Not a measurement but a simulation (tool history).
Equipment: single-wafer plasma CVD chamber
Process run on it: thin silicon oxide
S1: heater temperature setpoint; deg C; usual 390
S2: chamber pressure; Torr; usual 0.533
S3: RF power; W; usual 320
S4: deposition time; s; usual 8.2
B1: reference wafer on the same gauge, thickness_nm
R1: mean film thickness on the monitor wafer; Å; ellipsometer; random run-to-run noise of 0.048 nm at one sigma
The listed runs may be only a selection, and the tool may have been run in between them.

run   hour   S1     S2   S3    S4      B1      R1
  1      0  390  0.533  320   8.2  11.898  109.38
  2   24.8  390  0.533  320   7.8  11.912  104.68
  3     57  390  0.533  320   7.8  11.906  105.71
  4   89.8  390  0.533  320   8.2  11.905  109.71
  5  106.9  390  0.533  320   8.2  11.898   110.3
  6  132.8  390  0.533  320   8.2  11.892  111.57
  7  219.6  390  0.533  320  7.67  11.882  103.14
  8  240.6  381  0.478  350  9.66  11.899   121.1
     246.4  -- gauge calibrated
  9    292  390  0.533  320   7.8  11.911  105.43
 10  319.5  403  0.495  355   8.2  11.875  105.56
 11  340.6  390  0.601  320  9.52  11.894  144.97
     377.3  -- capacitance manometer re-zeroed and calibrated
 12  377.8  375  0.533  320  7.68  11.908   100.7
     385.9  -- RF generator calibrated
 13  390.7  390  0.533  320   8.2  11.907   106.5
     414.7  -- thermocouple changed; heater temperature recalibrated
 14  423.8  390  0.533  320   8.2  11.918   106.6
 15  448.9  385  0.462  320  8.74  11.912    99.5
     472.1  -- showerhead replaced
 16  472.6  385  0.649  370  6.79  11.892  112.31
 17    485  390  0.533  320   8.2  11.912  107.17
 18  505.6  381  0.571  270  6.72  11.892   89.99
 19  522.1  384  0.533  375   8.2   11.88  113.03
 20  534.9  390  0.533  320   8.2  11.888  106.62
 21  554.2  403  0.594  345  7.26  11.895  106.74
 22  566.4  390  0.533  320   8.2  11.912  107.09
 23  588.2  390  0.533  320  8.74  11.877  113.74
 24  606.3  401  0.533  320  7.43  11.904   96.52
 25  638.6  390  0.575  320   8.2  11.888  115.75
 26  651.1  403   0.66  320   8.2    11.9  131.64
 27  689.3  390  0.658  320   8.2  11.909  132.23
 28  710.8  390  0.533  320   8.2  11.906  107.31
 29  731.8  397  0.633  380  8.86  11.876  143.93

4 ways to go on from here, each from the tool as it stands after run 29. What would each give?
  A  732.2  390  0.533  265   8.2   ?   ?
  B  732.2  390  0.533  365   8.2   ?   ?
  C  732.2  377  0.574  350   8.2   ?   ?
  D  732.2  390  0.533  375  8.82   ?   ?

run     B1      R1
  A  11.91  100.92
  B  11.91  111.68
  C  11.91  119.61
  D  11.91  121.07
Without the tool's unlogged condition, the same runs would have read:
run      R1
  A  100.31
  B  111.01
  C  118.89
  D  120.34

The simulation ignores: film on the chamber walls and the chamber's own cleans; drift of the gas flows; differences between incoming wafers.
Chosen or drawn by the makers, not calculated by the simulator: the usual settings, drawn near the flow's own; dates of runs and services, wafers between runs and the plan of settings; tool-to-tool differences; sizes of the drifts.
